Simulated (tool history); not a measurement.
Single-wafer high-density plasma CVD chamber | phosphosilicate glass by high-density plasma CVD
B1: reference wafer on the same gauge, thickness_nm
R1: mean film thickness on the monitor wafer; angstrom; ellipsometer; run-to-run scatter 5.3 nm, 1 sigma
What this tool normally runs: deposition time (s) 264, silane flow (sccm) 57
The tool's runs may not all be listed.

Run 1, hour 0.0: usual settings; B1 1600.391. Result: R1 16534.36 angstrom.
Run 2, hour 45.7: usual settings but deposition time (s) 234; B1 1600.159. Result: R1 14542.49 angstrom.
Run 3, hour 78.6: usual settings but deposition time (s) 234; B1 1601.680. Result: R1 14656.13 angstrom.
Run 4, hour 107.6: usual settings but deposition time (s) 234; B1 1600.124. Result: R1 14580.99 angstrom.
Run 5, hour 169.4: usual settings; B1 1601.026. Result: R1 16495.92 angstrom.
Run 6, hour 238.2: usual settings; B1 1599.640. Result: R1 16485.41 angstrom.
Run 7, hour 270.7: usual settings; B1 1600.401. Result: R1 16559.92 angstrom.
Run 8, hour 335.5: usual settings but deposition time (s) 278, silane flow (sccm) 52; B1 1601.686. Result: R1 15865.27 angstrom.
Run 9, hour 370.9: usual settings; B1 1599.695. Result: R1 16473.18 angstrom.
Run 10, hour 543.1: usual settings but deposition time (s) 278, silane flow (sccm) 62; B1 1599.115. Result: R1 18924.65 angstrom.
Run 11, hour 573.0: usual settings; B1 1600.599. Result: R1 16414.32 angstrom.
Run 12, hour 633.3: usual settings but deposition time (s) 241, silane flow (sccm) 52; B1 1600.669. Result: R1 13765.24 angstrom.
Run 13, hour 691.8: usual settings but deposition time (s) 234; B1 1602.029. Result: R1 14531.13 angstrom.
Run 14, hour 731.5: usual settings but deposition time (s) 217, silane flow (sccm) 61; B1 1599.991. Result: R1 14505.57 angstrom.
Run 15, hour 785.7: usual settings; B1 1600.081. Result: R1 16444.61 angstrom.
Run 16, hour 847.4: usual settings but deposition time (s) 221; B1 1599.294. Result: R1 13776.69 angstrom.
Run 17, hour 907.3: usual settings but silane flow (sccm) 46; B1 1598.459. Result: R1 13324.92 angstrom.
Run 18, hour 951.0: usual settings but silane flow (sccm) 50; B1 1601.987. Result: R1 14412.15 angstrom.

Put back what was entered between runs (2 entries, withheld): which listed runs does each sit between, and how does the hidden state differ from the listed run before to the listed run after?
Logged between run 7 and run 8: silane flow controller replaced (hour 307.9)
  no hidden state differs between the two runs
Logged between run 9 and run 10: gauge calibrated (hour 461.6)
  no hidden state differs between the two runs
